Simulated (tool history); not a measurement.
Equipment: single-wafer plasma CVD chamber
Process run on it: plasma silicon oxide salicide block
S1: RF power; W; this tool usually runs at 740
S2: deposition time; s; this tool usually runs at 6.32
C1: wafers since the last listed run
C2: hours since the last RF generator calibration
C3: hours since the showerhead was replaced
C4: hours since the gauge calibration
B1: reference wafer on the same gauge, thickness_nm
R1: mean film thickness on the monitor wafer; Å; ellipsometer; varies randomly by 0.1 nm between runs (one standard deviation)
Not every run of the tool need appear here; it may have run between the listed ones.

run 1 hour=0.0 | S1=645 S2=5.50 | C1=0 C2=1082.8 C3=2333.1 C4=273.4 | B1=75.038 | R1=524.32
run 2 hour=32.9 | S1=740 S2=6.32 | C1=843 C2=1115.7 C3=2366.0 C4=306.3 | B1=75.029 | R1=621.37
run 3 hour=45.6 | S1=740 S2=6.32 | C1=325 C2=1128.4 C3=2378.7 C4=319.0 | B1=74.974 | R1=620.02
run 4 hour=77.7 | S1=775 S2=6.62 | C1=822 C2=1160.5 C3=2410.8 C4=351.1 | B1=75.020 | R1=657.17
run 5 hour=106.8 | S1=830 S2=5.92 | C1=746 C2=1189.6 C3=2439.9 C4=380.2 | B1=75.002 | R1=595.86
-- hour=121.6 gauge calibrated
run 6 hour=132.2 | S1=740 S2=6.32 | C1=651 C2=1215.0 C3=2465.3 C4=10.6 | B1=75.020 | R1=620.82
run 7 hour=174.8 | S1=740 S2=6.32 | C1=1092 C2=1257.6 C3=2507.9 C4=53.2 | B1=75.006 | R1=621.12
run 8 hour=201.4 | S1=740 S2=6.32 | C1=681 C2=1284.2 C3=2534.5 C4=79.8 | B1=74.977 | R1=619.11
run 9 hour=236.2 | S1=740 S2=6.58 | C1=892 C2=1319.0 C3=2569.3 C4=114.6 | B1=75.013 | R1=644.60
run 10 hour=252.7 | S1=740 S2=6.87 | C1=423 C2=1335.5 C3=2585.8 C4=131.1 | B1=74.977 | R1=673.94
run 11 hour=284.6 | S1=740 S2=6.87 | C1=817 C2=1367.4 C3=2617.7 C4=163.0 | B1=74.984 | R1=672.58
-- hour=298.0 showerhead replaced
run 12 hour=310.2 | S1=740 S2=6.87 | C1=451 C2=1393.0 C3=12.2 C4=188.6 | B1=75.028 | R1=673.76
run 13 hour=339.7 | S1=740 S2=6.32 | C1=756 C2=1422.5 C3=41.7 C4=218.1 | B1=75.020 | R1=619.95
run 14 hour=360.5 | S1=640 S2=5.35 | C1=533 C2=1443.3 C3=62.5 C4=238.9 | B1=75.002 | R1=507.57
run 15 hour=392.1 | S1=740 S2=6.32 | C1=810 C2=1474.9 C3=94.1 C4=270.5 | B1=75.012 | R1=619.80
run 16 hour=408.6 | S1=665 S2=5.19 | C1=423 C2=1491.4 C3=110.6 C4=287.0 | B1=74.990 | R1=496.59
run 17 hour=429.9 | S1=815 S2=7.09 | C1=546 C2=1512.7 C3=131.9 C4=308.3 | B1=74.967 | R1=711.28
run 18 hour=448.1 | S1=880 S2=5.97 | C1=466 C2=1530.9 C3=150.1 C4=326.5 | B1=74.994 | R1=609.20
run 19 hour=477.5 | S1=650 S2=5.26 | C1=753 C2=1560.3 C3=179.5 C4=355.9 | B1=74.970 | R1=499.62
-- hour=503.8 gauge calibrated
run 20 hour=510.8 | S1=785 S2=7.35 | C1=853 C2=1593.6 C3=212.8 C4=7.0 | B1=74.998 | R1=728.94
run 21 hour=535.4 | S1=740 S2=6.32 | C1=630 C2=1618.2 C3=237.4 C4=31.6 | B1=75.065 | R1=618.01
run 22 hour=548.6 | S1=830 S2=7.04 | C1=338 C2=1631.4 C3=250.6 C4=44.8 | B1=74.998 | R1=708.61
-- hour=569.8 RF generator calibrated
run 23 hour=583.5 | S1=820 S2=6.78 | C1=689 C2=13.7 C3=285.5 C4=79.7 | B1=75.025 | R1=692.79
run 24 hour=642.5 | S1=625 S2=5.25 | C1=1512 C2=72.7 C3=344.5 C4=138.7 | B1=75.022 | R1=504.79
run 25 hour=664.7 | S1=740 S2=6.32 | C1=569 C2=94.9 C3=366.7 C4=160.9 | B1=75.012 | R1=630.42
run 26 hour=695.2 | S1=660 S2=6.32 | C1=781 C2=125.4 C3=397.2 C4=191.4 | B1=74.959 | R1=613.14
run 27 hour=721.6 | S1=820 S2=6.32 | C1=676 C2=151.8 C3=423.6 C4=217.8 | B1=74.935 | R1=643.95

4 options for the next run, each taken on its own from the tool as it stands now. Forecast them:
run A hour=722.0 | S1=740 S2=6.85 | C1=10 C2=152.2 C3=424.0 C4=218.2 | B1=? | R1=?
run B hour=722.0 | S1=695 S2=6.88 | C1=10 C2=152.2 C3=424.0 C4=218.2 | B1=? | R1=?
run C hour=722.0 | S1=655 S2=5.08 | C1=10 C2=152.2 C3=424.0 C4=218.2 | B1=? | R1=?
run D hour=722.0 | S1=705 S2=6.88 | C1=10 C2=152.2 C3=424.0 C4=218.2 | B1=? | R1=?

run=A B1=75.035 R1=683.17
run=B B1=75.035 R1=676.63
run=C B1=75.035 R1=493.15
run=D B1=75.035 R1=678.77
Without the tool's unlogged condition, the same runs would have read:
run=A R1=685.04
run=B R1=678.49
run=C R1=494.50
run=D R1=680.64

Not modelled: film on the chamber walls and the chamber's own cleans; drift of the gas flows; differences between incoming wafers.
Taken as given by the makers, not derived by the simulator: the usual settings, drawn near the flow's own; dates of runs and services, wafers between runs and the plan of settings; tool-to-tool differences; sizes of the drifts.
